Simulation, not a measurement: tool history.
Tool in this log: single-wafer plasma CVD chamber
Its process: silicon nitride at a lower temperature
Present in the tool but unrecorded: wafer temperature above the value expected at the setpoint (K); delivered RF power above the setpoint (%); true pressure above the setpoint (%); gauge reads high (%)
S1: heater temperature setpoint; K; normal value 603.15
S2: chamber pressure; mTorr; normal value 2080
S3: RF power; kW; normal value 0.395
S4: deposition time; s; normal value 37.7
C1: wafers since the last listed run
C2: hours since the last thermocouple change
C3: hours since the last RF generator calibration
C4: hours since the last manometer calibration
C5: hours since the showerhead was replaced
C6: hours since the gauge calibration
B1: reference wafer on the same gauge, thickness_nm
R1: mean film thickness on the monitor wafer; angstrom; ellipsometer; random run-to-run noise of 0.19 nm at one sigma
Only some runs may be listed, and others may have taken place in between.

{"run": 1, "day": 0.0, "S1": 603.15, "S2": 2080, "S3": 0.395, "S4": 37.7, "C1": 0, "C2": 1946.8, "C3": 1174.7, "C4": 885.0, "C5": 2626.5, "C6": 358.7, "B1": 56.572, "R1": 613.87}
{"run": 2, "day": 2.296, "S1": 600.15, "S2": 2080, "S3": 0.395, "S4": 33.6, "C1": 1048, "C2": 2001.9, "C3": 1229.8, "C4": 940.1, "C5": 2681.6, "C6": 413.8, "B1": 56.583, "R1": 547.2}
{"run": 3, "day": 5.271, "S1": 600.15, "S2": 2080, "S3": 0.395, "S4": 33.6, "C1": 1359, "C2": 2073.3, "C3": 1301.2, "C4": 1011.5, "C5": 2753.0, "C6": 485.2, "B1": 56.593, "R1": 547.27}
{"run": 4, "day": 7.925, "S1": 600.15, "S2": 2080, "S3": 0.395, "S4": 33.6, "C1": 1212, "C2": 2137.0, "C3": 1364.9, "C4": 1075.2, "C5": 2816.7, "C6": 548.9, "B1": 56.652, "R1": 548.07}
{"run": 5, "day": 9.533, "S1": 595.15, "S2": 2080, "S3": 0.395, "S4": 37.7, "C1": 734, "C2": 2175.6, "C3": 1403.5, "C4": 1113.8, "C5": 2855.3, "C6": 587.5, "B1": 56.584, "R1": 615.77}
{"run": 6, "day": 12.079, "S1": 595.15, "S2": 2080, "S3": 0.395, "S4": 37.7, "C1": 1162, "C2": 2236.7, "C3": 1464.6, "C4": 1174.9, "C5": 2916.4, "C6": 648.6, "B1": 56.65, "R1": 614.89}
{"run": 7, "day": 14.075, "S1": 595.15, "S2": 2080, "S3": 0.395, "S4": 37.7, "C1": 911, "C2": 2284.6, "C3": 1512.5, "C4": 1222.8, "C5": 2964.3, "C6": 696.5, "B1": 56.598, "R1": 617.49}
{"run": 8, "day": 15.725, "S1": 603.15, "S2": 2080, "S3": 0.395, "S4": 37.7, "C1": 753, "C2": 2324.2, "C3": 1552.1, "C4": 1262.4, "C5": 3003.9, "C6": 736.1, "B1": 56.602, "R1": 615.6}
{"run": 9, "day": 18.008, "S1": 603.15, "S2": 2080, "S3": 0.395, "S4": 37.7, "C1": 1043, "C2": 2379.0, "C3": 1606.9, "C4": 1317.2, "C5": 3058.7, "C6": 790.9, "B1": 56.634, "R1": 609.71}
{"run": 10, "day": 20.733, "S1": 603.15, "S2": 2080, "S3": 0.395, "S4": 37.7, "C1": 1244, "C2": 2444.4, "C3": 1672.3, "C4": 1382.6, "C5": 3124.1, "C6": 856.3, "B1": 56.671, "R1": 613.58}
{"run": 11, "day": 22.767, "S1": 603.15, "S2": 2080, "S3": 0.395, "S4": 37.7, "C1": 928, "C2": 2493.2, "C3": 1721.1, "C4": 1431.4, "C5": 3172.9, "C6": 905.1, "B1": 56.635, "R1": 614.61}
{"day": 23.179, "done": "RF generator calibrated"}
{"day": 24.238, "done": "thermocouple changed; heater temperature recalibrated"}
{"run": 12, "day": 24.579, "S1": 603.15, "S2": 2080, "S3": 0.395, "S4": 37.7, "C1": 523, "C2": 8.2, "C3": 33.6, "C4": 1474.9, "C5": 3216.4, "C6": 948.6, "B1": 56.603, "R1": 624.02}
{"day": 27.992, "done": "capacitance manometer re-zeroed and calibrated"}
{"run": 13, "day": 29.483, "S1": 603.15, "S2": 1970, "S3": 0.395, "S4": 37.7, "C1": 2088, "C2": 125.9, "C3": 151.3, "C4": 35.8, "C5": 3334.1, "C6": 1066.3, "B1": 56.607, "R1": 613.25}
{"run": 14, "day": 32.438, "S1": 603.15, "S2": 2080, "S3": 0.395, "S4": 30.7, "C1": 1349, "C2": 196.8, "C3": 222.2, "C4": 106.7, "C5": 3405.0, "C6": 1137.2, "B1": 56.624, "R1": 501.88}
{"run": 15, "day": 33.612, "S1": 603.15, "S2": 2080, "S3": 0.395, "S4": 37.7, "C1": 536, "C2": 225.0, "C3": 250.4, "C4": 134.9, "C5": 3433.2, "C6": 1165.4, "B1": 56.688, "R1": 616.16}
{"run": 16, "day": 34.883, "S1": 603.15, "S2": 2080, "S3": 0.395, "S4": 34.9, "C1": 580, "C2": 255.5, "C3": 280.9, "C4": 165.4, "C5": 3463.7, "C6": 1195.9, "B1": 56.576, "R1": 571.5}
{"run": 17, "day": 36.517, "S1": 603.15, "S2": 1790, "S3": 0.395, "S4": 37.7, "C1": 746, "C2": 294.7, "C3": 320.1, "C4": 204.6, "C5": 3502.9, "C6": 1235.1, "B1": 56.599, "R1": 592.85}
{"run": 18, "day": 39.125, "S1": 603.15, "S2": 2560, "S3": 0.395, "S4": 37.7, "C1": 1191, "C2": 357.3, "C3": 382.7, "C4": 267.2, "C5": 3565.5, "C6": 1297.7, "B1": 56.571, "R1": 644.54}
{"run": 19, "day": 40.933, "S1": 603.15, "S2": 2080, "S3": 0.395, "S4": 37.7, "C1": 826, "C2": 400.7, "C3": 426.1, "C4": 310.6, "C5": 3608.9, "C6": 1341.1, "B1": 56.672, "R1": 618.4}
{"run": 20, "day": 42.954, "S1": 603.15, "S2": 2580, "S3": 0.445, "S4": 40.1, "C1": 923, "C2": 449.2, "C3": 474.6, "C4": 359.1, "C5": 3657.4, "C6": 1389.6, "B1": 56.554, "R1": 764.93}
{"run": 21, "day": 45.238, "S1": 603.15, "S2": 2080, "S3": 0.395, "S4": 34.3, "C1": 1043, "C2": 504.0, "C3": 529.4, "C4": 413.9, "C5": 3712.2, "C6": 1444.4, "B1": 56.596, "R1": 558.66}
{"day": 45.408, "done": "gauge calibrated"}
{"day": 47.829, "done": "showerhead replaced"}
{"run": 22, "day": 47.85, "S1": 598.15, "S2": 2080, "S3": 0.395, "S4": 37.7, "C1": 1041, "C2": 566.7, "C3": 592.1, "C4": 476.6, "C5": 0.5, "C6": 58.6, "B1": 56.672, "R1": 612.65}
{"run": 23, "day": 49.55, "S1": 609.15, "S2": 2080, "S3": 0.395, "S4": 37.7, "C1": 776, "C2": 607.5, "C3": 632.9, "C4": 517.4, "C5": 41.3, "C6": 99.4, "B1": 56.564, "R1": 614.4}
{"run": 24, "day": 50.804, "S1": 603.15, "S2": 2280, "S3": 0.395, "S4": 34.3, "C1": 572, "C2": 637.6, "C3": 663.0, "C4": 547.5, "C5": 71.4, "C6": 129.5, "B1": 56.589, "R1": 573.71}
{"run": 25, "day": 52.942, "S1": 603.15, "S2": 2250, "S3": 0.395, "S4": 34.7, "C1": 976, "C2": 688.9, "C3": 714.3, "C4": 598.8, "C5": 122.7, "C6": 180.8, "B1": 56.651, "R1": 575.33}
{"run": 26, "day": 55.179, "S1": 603.15, "S2": 2460, "S3": 0.455, "S4": 37.7, "C1": 1022, "C2": 742.6, "C3": 768.0, "C4": 652.5, "C5": 176.4, "C6": 234.5, "B1": 56.592, "R1": 726.7}
{"run": 27, "day": 59.8, "S1": 603.15, "S2": 2080, "S3": 0.395, "S4": 37.7, "C1": 2110, "C2": 853.5, "C3": 878.9, "C4": 763.4, "C5": 287.3, "C6": 345.4, "B1": 56.576, "R1": 611.88}

What if the next run were any one of these 3? Each begins from the tool's condition after run 27:
{"run": "A", "day": 59.817, "S1": 603.15, "S2": 2080, "S3": 0.395, "S4": 45.0, "C1": 7, "C2": 853.9, "C3": 879.3, "C4": 763.8, "C5": 287.7, "C6": 345.8, "B1": "?", "R1": "?"}
{"run": "B", "day": 59.817, "S1": 592.15, "S2": 2450, "S3": 0.43, "S4": 40.9, "C1": 7, "C2": 853.9, "C3": 879.3, "C4": 763.8, "C5": 287.7, "C6": 345.8, "B1": "?", "R1": "?"}
{"run": "C", "day": 59.817, "S1": 598.15, "S2": 2080, "S3": 0.325, "S4": 39.7, "C1": 7, "C2": 853.9, "C3": 879.3, "C4": 763.8, "C5": 287.7, "C6": 345.8, "B1": "?", "R1": "?"}

run=A B1=56.560 R1=730.98
run=B B1=56.560 R1=748.19
run=C B1=56.560 R1=520.18
The same runs, with their run-to-run variation unchanged, on a tool lacking any hidden condition would have given:
run=A R1=732.43
run=B R1=750.28
run=C R1=521.82
